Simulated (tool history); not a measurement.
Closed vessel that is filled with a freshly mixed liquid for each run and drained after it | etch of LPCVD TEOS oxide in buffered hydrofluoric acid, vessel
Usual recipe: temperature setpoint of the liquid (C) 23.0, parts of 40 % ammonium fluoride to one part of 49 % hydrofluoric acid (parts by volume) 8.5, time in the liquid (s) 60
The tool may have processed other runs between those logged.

| run | hour | temperature setpoint of the liquid (C) | parts of 40 % ammonium fluoride to one part of 49 % hydrofluoric acid (parts by volume) | time in the liquid (s) | wafers since the last listed run | hours since the thermometer was replaced | hours since the hydrofluoric acid flow meter was replaced | hours since the gauge calibration | read-back film thickness of the LPCVD TEOS oxide reference wafer, read on the same gauge (nm) | thickness taken off the LPCVD TEOS oxide on a monitor wafer (nm) |
|---|---|---|---|---|---|---|---|---|---|---|
| 1 | 0.0 | 23.0 | 8.5 | 75 | 0 | 43.0 | 1116.4 | 279.1 | 70.01 | 210.38 |
| 2 | 39.7 | 23.0 | 8.5 | 75 | 3727 | 82.7 | 1156.1 | 318.8 | 70.01 | 211.92 |
| 3 | 111.7 | 21.0 | 8.5 | 60 | 6760 | 154.7 | 1228.1 | 390.8 | 69.97 | 152.25 |
| 4 | 173.4 | 24.5 | 8.5 | 40 | 5793 | 216.4 | 1289.8 | 452.5 | 70.02 | 123.48 |
| 5 | 215.0 | 24.5 | 8.5 | 40 | 3906 | 258.0 | 1331.4 | 494.1 | 70.01 | 125.31 |
| 6 | 283.4 | 24.5 | 8.5 | 40 | 6422 | 326.4 | 1399.8 | 562.5 | 70.00 | 126.36 |
| 7 | 311.4 | 23.0 | 8.5 | 60 | 2629 | 354.4 | 1427.8 | 590.5 | 70.00 | 173.19 |
| 8 | 347.7 | 23.0 | 8.5 | 60 | 3408 | 390.7 | 1464.1 | 626.8 | 69.98 | 173.92 |
| 9 | 386.8 | 23.0 | 8.5 | 60 | 3671 | 429.8 | 1503.2 | 665.9 | 70.01 | 175.19 |
|  | 404.9 | hydrofluoric acid flow meter replaced |
| 10 | 563.2 | 23.0 | 8.5 | 60 | 16470 | 606.2 | 158.3 | 842.3 | 69.99 | 177.95 |
|  | 584.4 | gauge calibrated |
| 11 | 595.7 | 21.0 | 8.5 | 60 | 3051 | 638.7 | 190.8 | 11.3 | 70.00 | 157.73 |
|  | 637.5 | thermometer replaced |
| 12 | 651.8 | 23.0 | 6.0 | 60 | 5174 | 14.3 | 246.9 | 67.4 | 70.01 | 241.18 |
| 13 | 700.2 | 23.0 | 6.0 | 35 | 4544 | 62.7 | 295.3 | 115.8 | 70.01 | 141.34 |
| 14 | 726.5 | 23.0 | 5.5 | 60 | 2469 | 89.0 | 321.6 | 142.1 | 69.97 | 259.55 |
| 15 | 780.2 | 23.0 | 11.0 | 75 | 5042 | 142.7 | 375.3 | 195.8 | 70.01 | 172.02 |
| 16 | 878.8 | 26.5 | 11.0 | 60 | 9258 | 241.3 | 473.9 | 294.4 | 70.01 | 168.28 |
| 17 | 926.0 | 23.0 | 8.5 | 60 | 4432 | 288.5 | 521.1 | 341.6 | 70.00 | 173.01 |
| 18 | 1141.2 | 26.0 | 8.5 | 60 | 20207 | 503.7 | 736.3 | 556.8 | 70.01 | 210.37 |
| 19 | 1196.4 | 21.0 | 8.5 | 85 | 5183 | 558.9 | 791.5 | 612.0 | 70.00 | 226.89 |
|  | 1237.8 | thermometer replaced |
| 20 | 1254.1 | 20.0 | 12.0 | 80 | 5324 | 16.3 | 849.2 | 669.7 | 70.02 | 140.21 |
| 21 | 1285.7 | 24.5 | 8.5 | 85 | 2967 | 47.9 | 880.8 | 701.3 | 69.97 | 261.04 |

Forecast each of these 5 alternatives for the next run:
| A | 1286.4 | 23.0 | 8.5 | 60 | 65 | 48.6 | 881.5 | 702.0 | ? | ? |
| B | 1286.4 | 24.5 | 7.0 | 60 | 65 | 48.6 | 881.5 | 702.0 | ? | ? |
| C | 1286.4 | 23.0 | 7.5 | 80 | 65 | 48.6 | 881.5 | 702.0 | ? | ? |
| D | 1286.4 | 18.5 | 8.5 | 60 | 65 | 48.6 | 881.5 | 702.0 | ? | ? |
| E | 1286.4 | 23.0 | 6.5 | 35 | 65 | 48.6 | 881.5 | 702.0 | ? | ? |

| run | read-back film thickness of the LPCVD TEOS oxide reference wafer, read on the same gauge (nm) | thickness taken off the LPCVD TEOS oxide on a monitor wafer (nm) |
|---|---|---|
| A | 69.99 | 170.74 |
| B | 69.99 | 228.57 |
| C | 69.99 | 260.69 |
| D | 69.99 | 132.94 |
| E | 69.99 | 131.03 |
Without the tool's hidden state the same runs would have given:
| run | thickness taken off the LPCVD TEOS oxide on a monitor wafer (nm) |
|---|---|
| A | 169.16 |
| B | 226.47 |
| C | 258.28 |
| D | 131.67 |
| E | 129.82 |
